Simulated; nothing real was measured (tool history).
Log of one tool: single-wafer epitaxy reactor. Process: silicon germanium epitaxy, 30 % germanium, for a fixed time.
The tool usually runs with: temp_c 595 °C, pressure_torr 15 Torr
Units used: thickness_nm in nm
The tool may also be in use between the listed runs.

run,hour,temp_c,pressure_torr,"read-back reference wafer on the same gauge, thickness_nm",thickness_nm
1,0,595,15,42.507,47.122
2,14.7,603,17.7,42.468,59.405
3,42.5,586,13.5,42.529,37.184
4,59.2,586,13.5,42.577,37.251
5,82,586,13.5,42.569,37.309
6,107.1,595,15,42.59,47.045
7,212.3,595,15,42.629,47.114
# hour 223.4: pyrometer calibrated
8,226,595,15,42.602,47.255
9,243.3,595,12.9,42.662,43.816
# hour 247: gauge calibrated
# hour 256.3: capacitance manometer re-zeroed and calibrated
# hour 260.6: showerhead replaced
10,261.1,595,13.8,42.17,44.97
11,292.7,589,15,42.301,41.498
12,315.2,595,15,42.329,46.801
13,328.5,595,13.7,42.336,44.847
14,360.9,595,15,42.386,46.963
15,392.4,605,17,42.463,60.642
16,427.4,595,15,42.501,46.991
17,462.3,601,15,42.565,53.007
18,485.4,585,11.3,42.569,33.521

Consider 4 possible next runs. They are alternatives, not a sequence: every one starts from the tool as it was left by run 18. What does each give?
A,485.8,595,13.1,?,?
B,485.8,603,15,?,?
C,485.8,582,12.2,?,?
D,485.8,599,12.6,?,?

run,"read-back reference wafer on the same gauge, thickness_nm",thickness_nm
A,42.585,44.035
B,42.585,55.015
C,42.585,32.648
D,42.585,46.815
Take away the tool's hidden state, keep each run's random variation, and the runs would have read:
run,thickness_nm
A,43.564
B,54.427
C,32.299
D,46.314
